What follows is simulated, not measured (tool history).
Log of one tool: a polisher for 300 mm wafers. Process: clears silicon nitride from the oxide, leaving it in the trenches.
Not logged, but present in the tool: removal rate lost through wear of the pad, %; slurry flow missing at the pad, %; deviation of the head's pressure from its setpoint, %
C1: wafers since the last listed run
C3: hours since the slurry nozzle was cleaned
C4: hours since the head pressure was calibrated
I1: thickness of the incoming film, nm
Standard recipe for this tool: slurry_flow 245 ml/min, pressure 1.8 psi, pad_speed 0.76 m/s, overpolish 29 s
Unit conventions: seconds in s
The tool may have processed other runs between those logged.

run 1 hour=0.0 | slurry_flow=245 pressure=1.8 pad_speed=0.76 overpolish=29 | C1=0 wafers_polished_on_this_pad=352 C3=199.4 C4=342.2 | I1=39.2 | seconds=70.7
run 2 hour=70.8 | slurry_flow=245 pressure=1.8 pad_speed=0.76 overpolish=29 | C1=669 wafers_polished_on_this_pad=1022 C3=270.2 C4=413.0 | I1=39.7 | seconds=72.3
-- hour=124.8 worn pad replaced by a new one
run 3 hour=129.7 | slurry_flow=245 pressure=1.8 pad_speed=0.76 overpolish=39 | C1=519 wafers_polished_on_this_pad=46 C3=329.1 C4=471.9 | I1=40.1 | seconds=72.5
run 4 hour=182.5 | slurry_flow=245 pressure=1.8 pad_speed=0.76 overpolish=39 | C1=499 wafers_polished_on_this_pad=545 C3=381.9 C4=524.7 | I1=40.2 | seconds=74.8
run 5 hour=212.8 | slurry_flow=245 pressure=1.8 pad_speed=0.76 overpolish=39 | C1=286 wafers_polished_on_this_pad=832 C3=412.2 C4=555.0 | I1=40.2 | seconds=71.9
run 6 hour=276.2 | slurry_flow=245 pressure=1.8 pad_speed=0.76 overpolish=29 | C1=599 wafers_polished_on_this_pad=1431 C3=475.6 C4=618.4 | I1=40.1 | seconds=75.1
-- hour=298.2 worn pad replaced by a new one
run 7 hour=315.6 | slurry_flow=245 pressure=1.8 pad_speed=0.88 overpolish=29 | C1=334 wafers_polished_on_this_pad=164 C3=515.0 C4=657.8 | I1=40.1 | seconds=67.6
run 8 hour=351.4 | slurry_flow=245 pressure=1.8 pad_speed=0.88 overpolish=29 | C1=338 wafers_polished_on_this_pad=503 C3=550.8 C4=693.6 | I1=39.8 | seconds=67.6
run 9 hour=416.9 | slurry_flow=245 pressure=1.8 pad_speed=0.88 overpolish=29 | C1=619 wafers_polished_on_this_pad=1122 C3=616.3 C4=759.1 | I1=40.0 | seconds=66.0
-- hour=462.4 head pressure recalibrated
run 10 hour=486.8 | slurry_flow=245 pressure=1.5 pad_speed=0.76 overpolish=29 | C1=642 wafers_polished_on_this_pad=1764 C3=686.2 C4=24.4 | I1=40.1 | seconds=88.5
-- hour=508.7 worn pad replaced by a new one
run 11 hour=541.7 | slurry_flow=245 pressure=1.4 pad_speed=0.76 overpolish=29 | C1=481 wafers_polished_on_this_pad=311 C3=741.1 C4=79.3 | I1=40.3 | seconds=92.7
-- hour=593.9 slurry nozzle cleaned
run 12 hour=597.4 | slurry_flow=295 pressure=2.1 pad_speed=0.76 overpolish=42 | C1=517 wafers_polished_on_this_pad=829 C3=3.5 C4=135.0 | I1=40.7 | seconds=64.9
run 13 hour=641.5 | slurry_flow=195 pressure=1.8 pad_speed=0.76 overpolish=29 | C1=417 wafers_polished_on_this_pad=1246 C3=47.6 C4=179.1 | I1=39.8 | seconds=73.0
run 14 hour=679.0 | slurry_flow=245 pressure=1.8 pad_speed=0.76 overpolish=29 | C1=354 wafers_polished_on_this_pad=1600 C3=85.1 C4=216.6 | I1=39.4 | seconds=72.0
-- hour=717.7 worn pad replaced by a new one
run 15 hour=728.2 | slurry_flow=205 pressure=1.3 pad_speed=0.76 overpolish=41 | C1=427 wafers_polished_on_this_pad=99 C3=134.3 C4=265.8 | I1=39.6 | seconds=95.7
run 16 hour=773.8 | slurry_flow=245 pressure=1.8 pad_speed=0.60 overpolish=43 | C1=431 wafers_polished_on_this_pad=530 C3=179.9 C4=311.4 | I1=39.4 | seconds=82.8
run 17 hour=835.4 | slurry_flow=195 pressure=1.8 pad_speed=0.76 overpolish=29 | C1=582 wafers_polished_on_this_pad=1113 C3=241.5 C4=373.0 | I1=39.4 | seconds=73.5
run 18 hour=866.6 | slurry_flow=195 pressure=1.8 pad_speed=0.76 overpolish=35 | C1=295 wafers_polished_on_this_pad=1408 C3=272.7 C4=404.2 | I1=39.8 | seconds=74.6
-- hour=921.2 worn pad replaced by a new one
run 19 hour=926.5 | slurry_flow=300 pressure=1.8 pad_speed=0.76 overpolish=12 | C1=528 wafers_polished_on_this_pad=49 C3=332.6 C4=464.1 | I1=40.6 | seconds=72.9

Consider 3 possible next runs. They are alternatives, not a sequence: every one starts from the tool as it was left by run 19. What does each give?
run A hour=927.0 | slurry_flow=245 pressure=1.8 pad_speed=0.76 overpolish=29 | C1=4 wafers_polished_on_this_pad=54 C3=333.1 C4=464.6 | I1=39.9 | seconds=?
run B hour=927.0 | slurry_flow=180 pressure=2.2 pad_speed=0.76 overpolish=16 | C1=4 wafers_polished_on_this_pad=54 C3=333.1 C4=464.6 | I1=39.9 | seconds=?
run C hour=927.0 | slurry_flow=160 pressure=2.2 pad_speed=0.62 overpolish=29 | C1=4 wafers_polished_on_this_pad=54 C3=333.1 C4=464.6 | I1=39.9 | seconds=?

run=A seconds=74.2
run=B seconds=63.3
run=C seconds=72.0
With no hidden state in the tool, these same runs would have given:
run=A seconds=74.2
run=B seconds=63.3
run=C seconds=72.0
